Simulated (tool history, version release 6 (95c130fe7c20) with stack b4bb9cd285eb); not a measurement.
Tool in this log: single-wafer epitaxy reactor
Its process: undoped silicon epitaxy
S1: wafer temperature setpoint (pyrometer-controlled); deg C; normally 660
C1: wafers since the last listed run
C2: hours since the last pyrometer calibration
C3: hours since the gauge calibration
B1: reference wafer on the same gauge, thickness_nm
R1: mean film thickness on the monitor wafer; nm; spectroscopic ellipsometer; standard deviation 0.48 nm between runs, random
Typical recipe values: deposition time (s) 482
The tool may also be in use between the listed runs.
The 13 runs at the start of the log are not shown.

run 14 day=11.267 | S1=660 deposition_time_(s)=482 | C1=32 C2=2412.2 C3=702.0 | B1=94.045 | R1=97.090
run 15 day=12.417 | S1=660 deposition_time_(s)=482 | C1=61 C2=2439.8 C3=729.6 | B1=93.862 | R1=96.747
run 16 day=13.800 | S1=660 deposition_time_(s)=482 | C1=74 C2=2473.0 C3=762.8 | B1=93.965 | R1=96.578
-- day=13.900 gauge calibrated
run 17 day=14.996 | S1=660 deposition_time_(s)=482 | C1=64 C2=2501.7 C3=26.3 | B1=93.993 | R1=96.496
run 18 day=15.562 | S1=660 deposition_time_(s)=482 | C1=30 C2=2515.3 C3=39.9 | B1=93.950 | R1=95.970
run 19 day=16.062 | S1=660 deposition_time_(s)=482 | C1=26 C2=2527.3 C3=51.9 | B1=94.041 | R1=96.135
run 20 day=17.562 | S1=666 deposition_time_(s)=482 | C1=80 C2=2563.3 C3=87.9 | B1=94.020 | R1=110.923
run 21 day=18.333 | S1=656 deposition_time_(s)=389 | C1=41 C2=2581.8 C3=106.4 | B1=94.070 | R1=70.512
run 22 day=19.525 | S1=654 deposition_time_(s)=389 | C1=64 C2=2610.4 C3=135.0 | B1=93.923 | R1=67.256
run 23 day=20.817 | S1=660 deposition_time_(s)=482 | C1=69 C2=2641.4 C3=166.0 | B1=94.017 | R1=94.643
run 24 day=21.346 | S1=660 deposition_time_(s)=565 | C1=28 C2=2654.1 C3=178.7 | B1=93.982 | R1=111.332
run 25 day=22.496 | S1=660 deposition_time_(s)=482 | C1=61 C2=2681.7 C3=206.3 | B1=94.015 | R1=94.278
run 26 day=23.971 | S1=660 deposition_time_(s)=482 | C1=79 C2=2717.1 C3=241.7 | B1=93.992 | R1=94.830
run 27 day=24.729 | S1=656 deposition_time_(s)=482 | C1=40 C2=2735.3 C3=259.9 | B1=93.916 | R1=85.595
run 28 day=25.312 | S1=660 deposition_time_(s)=482 | C1=31 C2=2749.3 C3=273.9 | B1=94.024 | R1=93.813
run 29 day=26.496 | S1=650 deposition_time_(s)=527 | C1=63 C2=2777.7 C3=302.3 | B1=94.037 | R1=80.996
-- day=26.900 pyrometer calibrated
run 30 day=27.300 | S1=670 deposition_time_(s)=437 | C1=25 C2=9.6 C3=321.6 | B1=93.993 | R1=121.027
run 31 day=28.658 | S1=669 deposition_time_(s)=482 | C1=73 C2=42.2 C3=354.2 | B1=93.967 | R1=128.772
run 32 day=29.750 | S1=655 deposition_time_(s)=482 | C1=58 C2=68.4 C3=380.4 | B1=94.048 | R1=94.290
run 33 day=30.250 | S1=675 deposition_time_(s)=482 | C1=26 C2=80.4 C3=392.4 | B1=94.020 | R1=148.518
run 34 day=31.167 | S1=660 deposition_time_(s)=482 | C1=49 C2=102.4 C3=414.4 | B1=93.991 | R1=105.502
run 35 day=32.296 | S1=674 deposition_time_(s)=530 | C1=60 C2=129.5 C3=441.5 | B1=94.074 | R1=159.756
run 36 day=32.946 | S1=660 deposition_time_(s)=416 | C1=34 C2=145.1 C3=457.1 | B1=93.961 | R1=91.840
run 37 day=34.325 | S1=652 deposition_time_(s)=446 | C1=74 C2=178.2 C3=490.2 | B1=94.062 | R1=80.721
run 38 day=35.583 | S1=660 deposition_time_(s)=482 | C1=67 C2=208.4 C3=520.4 | B1=93.944 | R1=106.272

Below are 3 alternative next runs, each starting from the tool's condition after run 38. Predict each:
run A day=35.604 | S1=660 deposition_time_(s)=482 | C1=1 C2=208.9 C3=520.9 | B1=? | R1=?
run B day=35.604 | S1=654 deposition_time_(s)=452 | C1=1 C2=208.9 C3=520.9 | B1=? | R1=?
run C day=35.604 | S1=660 deposition_time_(s)=572 | C1=1 C2=208.9 C3=520.9 | B1=? | R1=?

run=A B1=93.991 R1=105.350
run=B B1=93.991 R1=86.031
run=C B1=93.991 R1=125.021
What these runs would have given with no unlogged condition in the tool:
run=A R1=107.748
run=B R1=88.017
run=C R1=127.867
